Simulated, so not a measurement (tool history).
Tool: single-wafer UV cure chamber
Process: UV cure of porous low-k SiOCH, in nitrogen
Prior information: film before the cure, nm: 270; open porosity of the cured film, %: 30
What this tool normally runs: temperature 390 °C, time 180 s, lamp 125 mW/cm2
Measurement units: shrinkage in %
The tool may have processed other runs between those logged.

run     day  temperature  time  lamp  shrinkage
  1   0.000          390   255   125     13.197
  2   1.267          390   255   125     13.101
  3   1.888          390   255   125     13.205
  4   3.054          390   115   125      8.967
  5   4.250          390   180   125     11.042
  6   5.329          390   180   125     10.993
  7   6.050          390   180   125     10.722
  8   6.992          390   180   125     10.582
  9   8.258          390   180   125     10.407
 10   8.942          390   180   125     10.372
 11   9.712          390   180   125     10.279
 12  10.454          390   180   125     10.183
 13  13.125          390   180   125     10.003
 14  13.729          390   180   125     10.199

Expected results for the next run?
 15  14.879          390   180   125          ?

{"run 15": {"shrinkage": 10.153}}
Without the tool's hidden state the same run would have given shrinkage 14.108 %.
